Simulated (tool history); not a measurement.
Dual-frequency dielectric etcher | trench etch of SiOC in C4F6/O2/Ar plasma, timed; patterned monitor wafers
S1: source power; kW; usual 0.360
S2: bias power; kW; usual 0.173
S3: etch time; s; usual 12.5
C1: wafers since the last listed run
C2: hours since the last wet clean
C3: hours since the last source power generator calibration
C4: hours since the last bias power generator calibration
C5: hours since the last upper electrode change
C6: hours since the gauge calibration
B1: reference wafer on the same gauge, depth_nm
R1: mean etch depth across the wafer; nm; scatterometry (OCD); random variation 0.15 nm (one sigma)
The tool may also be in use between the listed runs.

{"run": 1, "hour": 0.0, "S1": 0.36, "S2": 0.173, "S3": 12.5, "C1": 0, "C2": 199.1, "C3": 2310.2, "C4": 3081.4, "C5": 2108.2, "C6": 413.0, "B1": 28.26, "R1": 23.41}
{"run": 2, "hour": 8.3, "S1": 0.36, "S2": 0.173, "S3": 12.5, "C1": 119, "C2": 207.4, "C3": 2318.5, "C4": 3089.7, "C5": 2116.5, "C6": 421.3, "B1": 28.29, "R1": 23.28}
{"run": 3, "hour": 25.1, "S1": 0.36, "S2": 0.173, "S3": 12.5, "C1": 241, "C2": 224.2, "C3": 2335.3, "C4": 3106.5, "C5": 2133.3, "C6": 438.1, "B1": 28.32, "R1": 23.35}
{"run": 4, "hour": 33.2, "S1": 0.36, "S2": 0.189, "S3": 12.5, "C1": 116, "C2": 232.3, "C3": 2343.4, "C4": 3114.6, "C5": 2141.4, "C6": 446.2, "B1": 28.36, "R1": 23.64}
{"run": 5, "hour": 49.5, "S1": 0.36, "S2": 0.189, "S3": 12.5, "C1": 234, "C2": 248.6, "C3": 2359.7, "C4": 3130.9, "C5": 2157.7, "C6": 462.5, "B1": 28.31, "R1": 23.78}
{"run": 6, "hour": 62.2, "S1": 0.36, "S2": 0.173, "S3": 12.5, "C1": 182, "C2": 261.3, "C3": 2372.4, "C4": 3143.6, "C5": 2170.4, "C6": 475.2, "B1": 28.28, "R1": 23.47}
{"run": 7, "hour": 79.1, "S1": 0.36, "S2": 0.173, "S3": 12.5, "C1": 242, "C2": 278.2, "C3": 2389.3, "C4": 3160.5, "C5": 2187.3, "C6": 492.1, "B1": 28.33, "R1": 23.03}
{"hour": 88.6, "done": "gauge calibrated"}
{"run": 8, "hour": 106.6, "S1": 0.36, "S2": 0.173, "S3": 12.5, "C1": 394, "C2": 305.7, "C3": 2416.8, "C4": 3188.0, "C5": 2214.8, "C6": 18.0, "B1": 28.33, "R1": 23.37}
{"run": 9, "hour": 112.7, "S1": 0.36, "S2": 0.173, "S3": 12.5, "C1": 87, "C2": 311.8, "C3": 2422.9, "C4": 3194.1, "C5": 2220.9, "C6": 24.1, "B1": 28.29, "R1": 23.42}
{"run": 10, "hour": 130.6, "S1": 0.36, "S2": 0.173, "S3": 12.5, "C1": 256, "C2": 329.7, "C3": 2440.8, "C4": 3212.0, "C5": 2238.8, "C6": 42.0, "B1": 28.29, "R1": 22.94}
{"run": 11, "hour": 145.4, "S1": 0.43, "S2": 0.161, "S3": 13.5, "C1": 212, "C2": 344.5, "C3": 2455.6, "C4": 3226.8, "C5": 2253.6, "C6": 56.8, "B1": 28.3, "R1": 25.62}
{"run": 12, "hour": 162.1, "S1": 0.36, "S2": 0.173, "S3": 16.0, "C1": 239, "C2": 361.2, "C3": 2472.3, "C4": 3243.5, "C5": 2270.3, "C6": 73.5, "B1": 28.34, "R1": 29.04}
{"run": 13, "hour": 169.4, "S1": 0.36, "S2": 0.15, "S3": 9.0, "C1": 104, "C2": 368.5, "C3": 2479.6, "C4": 3250.8, "C5": 2277.6, "C6": 80.8, "B1": 28.28, "R1": 16.07}
{"hour": 176.2, "done": "source power generator calibrated"}
{"run": 14, "hour": 179.5, "S1": 0.27, "S2": 0.153, "S3": 16.0, "C1": 87, "C2": 378.6, "C3": 3.3, "C4": 3260.9, "C5": 2287.7, "C6": 90.9, "B1": 28.33, "R1": 26.84}
{"run": 15, "hour": 185.7, "S1": 0.33, "S2": 0.201, "S3": 12.5, "C1": 89, "C2": 384.8, "C3": 9.5, "C4": 3267.1, "C5": 2293.9, "C6": 97.1, "B1": 28.28, "R1": 23.32}
{"run": 16, "hour": 192.3, "S1": 0.43, "S2": 0.194, "S3": 12.5, "C1": 94, "C2": 391.4, "C3": 16.1, "C4": 3273.7, "C5": 2300.5, "C6": 103.7, "B1": 28.37, "R1": 24.38}
{"hour": 201.8, "done": "bias power generator calibrated"}
{"run": 17, "hour": 202.3, "S1": 0.4, "S2": 0.147, "S3": 9.0, "C1": 86, "C2": 401.4, "C3": 26.1, "C4": 0.5, "C5": 2310.5, "C6": 113.7, "B1": 28.36, "R1": 16.39}
{"run": 18, "hour": 207.1, "S1": 0.36, "S2": 0.173, "S3": 12.5, "C1": 68, "C2": 406.2, "C3": 30.9, "C4": 5.3, "C5": 2315.3, "C6": 118.5, "B1": 28.27, "R1": 22.91}
{"hour": 238.3, "done": "wet clean of the chamber"}
{"hour": 248.0, "done": "upper electrode replaced, of another model than before"}
{"run": 19, "hour": 248.5, "S1": 0.36, "S2": 0.173, "S3": 12.5, "C1": 110, "C2": 10.2, "C3": 72.3, "C4": 46.7, "C5": 0.5, "C6": 159.9, "B1": 28.29, "R1": 24.19}
{"run": 20, "hour": 248.8, "S1": 0.36, "S2": 0.173, "S3": 12.5, "C1": 4, "C2": 10.5, "C3": 72.6, "C4": 47.0, "C5": 0.8, "C6": 160.2, "B1": 28.29, "R1": 24.09}
{"run": 21, "hour": 249.1, "S1": 0.42, "S2": 0.194, "S3": 12.5, "C1": 4, "C2": 10.8, "C3": 72.9, "C4": 47.3, "C5": 1.1, "C6": 160.5, "B1": 28.29, "R1": 25.7}
{"run": 22, "hour": 258.0, "S1": 0.39, "S2": 0.216, "S3": 10.5, "C1": 127, "C2": 19.7, "C3": 81.8, "C4": 56.2, "C5": 10.0, "C6": 169.4, "B1": 28.3, "R1": 22.31}
{"run": 23, "hour": 273.9, "S1": 0.43, "S2": 0.16, "S3": 10.0, "C1": 228, "C2": 35.6, "C3": 97.7, "C4": 72.1, "C5": 25.9, "C6": 185.3, "B1": 28.28, "R1": 19.02}
{"run": 24, "hour": 288.2, "S1": 0.45, "S2": 0.213, "S3": 10.0, "C1": 205, "C2": 49.9, "C3": 112.0, "C4": 86.4, "C5": 40.2, "C6": 199.6, "B1": 28.32, "R1": 21.51}
{"run": 25, "hour": 300.8, "S1": 0.36, "S2": 0.216, "S3": 10.0, "C1": 180, "C2": 62.5, "C3": 124.6, "C4": 99.0, "C5": 52.8, "C6": 212.2, "B1": 28.32, "R1": 20.81}
{"run": 26, "hour": 354.1, "S1": 0.27, "S2": 0.145, "S3": 12.5, "C1": 765, "C2": 115.8, "C3": 177.9, "C4": 152.3, "C5": 106.1, "C6": 265.5, "B1": 28.28, "R1": 21.35}
{"run": 27, "hour": 364.4, "S1": 0.45, "S2": 0.143, "S3": 12.5, "C1": 147, "C2": 126.1, "C3": 188.2, "C4": 162.6, "C5": 116.4, "C6": 275.8, "B1": 28.31, "R1": 22.85}
{"run": 28, "hour": 374.0, "S1": 0.45, "S2": 0.213, "S3": 10.0, "C1": 137, "C2": 135.7, "C3": 197.8, "C4": 172.2, "C5": 126.0, "C6": 285.4, "B1": 28.3, "R1": 21.37}
{"run": 29, "hour": 390.2, "S1": 0.41, "S2": 0.199, "S3": 16.0, "C1": 232, "C2": 151.9, "C3": 214.0, "C4": 188.4, "C5": 142.2, "C6": 301.6, "B1": 28.31, "R1": 32.35}

Forecast each of these 5 alternatives for the next run:
{"run": "A", "hour": 390.6, "S1": 0.36, "S2": 0.208, "S3": 12.5, "C1": 5, "C2": 152.3, "C3": 214.4, "C4": 188.8, "C5": 142.6, "C6": 302.0, "B1": "?", "R1": "?"}
{"run": "B", "hour": 390.6, "S1": 0.38, "S2": 0.173, "S3": 15.5, "C1": 5, "C2": 152.3, "C3": 214.4, "C4": 188.8, "C5": 142.6, "C6": 302.0, "B1": "?", "R1": "?"}
{"run": "C", "hour": 390.6, "S1": 0.36, "S2": 0.173, "S3": 14.5, "C1": 5, "C2": 152.3, "C3": 214.4, "C4": 188.8, "C5": 142.6, "C6": 302.0, "B1": "?", "R1": "?"}
{"run": "D", "hour": 390.6, "S1": 0.3, "S2": 0.15, "S3": 12.5, "C1": 5, "C2": 152.3, "C3": 214.4, "C4": 188.8, "C5": 142.6, "C6": 302.0, "B1": "?", "R1": "?"}
{"run": "E", "hour": 390.6, "S1": 0.36, "S2": 0.153, "S3": 9.0, "C1": 5, "C2": 152.3, "C3": 214.4, "C4": 188.8, "C5": 142.6, "C6": 302.0, "B1": "?", "R1": "?"}

run=A B1=28.33 R1=25.39
run=B B1=28.33 R1=29.43
run=C B1=28.33 R1=27.35
run=D B1=28.33 R1=21.80
run=E B1=28.33 R1=16.16
Without the tool's hidden state the same runs would have given:
run=A R1=25.66
run=B R1=29.74
run=C R1=27.64
run=D R1=22.03
run=E R1=16.33

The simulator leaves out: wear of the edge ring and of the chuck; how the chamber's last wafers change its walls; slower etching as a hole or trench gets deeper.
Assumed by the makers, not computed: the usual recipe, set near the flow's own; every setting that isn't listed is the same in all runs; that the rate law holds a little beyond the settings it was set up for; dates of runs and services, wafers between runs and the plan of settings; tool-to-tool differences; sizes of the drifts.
